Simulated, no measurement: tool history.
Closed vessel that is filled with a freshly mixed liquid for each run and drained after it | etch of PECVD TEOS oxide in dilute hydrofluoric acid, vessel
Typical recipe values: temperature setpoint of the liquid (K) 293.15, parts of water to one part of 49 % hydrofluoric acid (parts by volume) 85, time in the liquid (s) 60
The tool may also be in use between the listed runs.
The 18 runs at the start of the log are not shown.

run   hour  temperature setpoint of the liquid (K)  parts of water to one part of 49 % hydrofluoric acid (parts by volume)  time in the liquid (s)  read-back film thickness of the PECVD TEOS oxide reference wafer, read on the same gauge (nm)  thickness taken off the PECVD TEOS oxide on a monitor wafer (Å)
 19  443.8                                  293.15                                                                      85                      50                                                                                            130                                                            124.4
 20  460.3                                  296.65                                                                     100                      90                                                                                         129.99                                                            215.5
     471.8  -- gauge calibrated
     493.6  -- thermometer replaced
 21  561.2                                  293.15                                                                      85                      60                                                                                         129.98                                                            134.3
 22    593                                  293.15                                                                      85                      80                                                                                            130                                                            178.3
 23  608.1                                  295.65                                                                      60                      35                                                                                         130.03                                                            126.5
 24  636.7                                  293.15                                                                      85                      60                                                                                            130                                                            134.4
 25    661                                  293.15                                                                      60                      60                                                                                         130.02                                                            196.4
 26  677.3                                  295.15                                                                     100                      30                                                                                         129.99                                                             60.8
 27  697.7                                  293.15                                                                      85                      60                                                                                         129.99                                                            134.8
 28    729                                  293.15                                                                      85                      60                                                                                         129.98                                                            134.4
 29  762.9                                  294.65                                                                      50                      35                                                                                         129.99                                                            148.8
 30  780.1                                  290.15                                                                      65                      40                                                                                            130                                                              106
 31  801.8                                  293.15                                                                      85                      60                                                                                         129.99                                                            132.8
 32  837.2                                  293.15                                                                      85                      30                                                                                         130.01                                                             67.7

Each row is a separate what-if for the run after 32, all from the same tool condition, not one after another. Results?
  A  837.9                                  293.15                                                                      85                      60                                                                                              ?                                                                ?
  B  837.9                                  293.15                                                                      50                      75                                                                                              ?                                                                ?
  C  837.9                                  296.65                                                                     105                      85                                                                                              ?                                                                ?
  D  837.9                                  290.15                                                                      95                      85                                                                                              ?                                                                ?
  E  837.9                                  290.15                                                                      85                      50                                                                                              ?                                                                ?

run  read-back film thickness of the PECVD TEOS oxide reference wafer, read on the same gauge (nm)  thickness taken off the PECVD TEOS oxide on a monitor wafer (Å)
  A                                                                                         129.99                                                            134.9
  B                                                                                         129.99                                                            298.8
  C                                                                                         129.99                                                            174.1
  D                                                                                         129.99                                                            149.2
  E                                                                                         129.99                                                             99.2
Without the tool's unlogged condition, the same runs would have read:
run  thickness taken off the PECVD TEOS oxide on a monitor wafer (Å)
  A                                                            133.1
  B                                                            294.7
  C                                                            171.8
  D                                                            147.2
  E                                                             97.8

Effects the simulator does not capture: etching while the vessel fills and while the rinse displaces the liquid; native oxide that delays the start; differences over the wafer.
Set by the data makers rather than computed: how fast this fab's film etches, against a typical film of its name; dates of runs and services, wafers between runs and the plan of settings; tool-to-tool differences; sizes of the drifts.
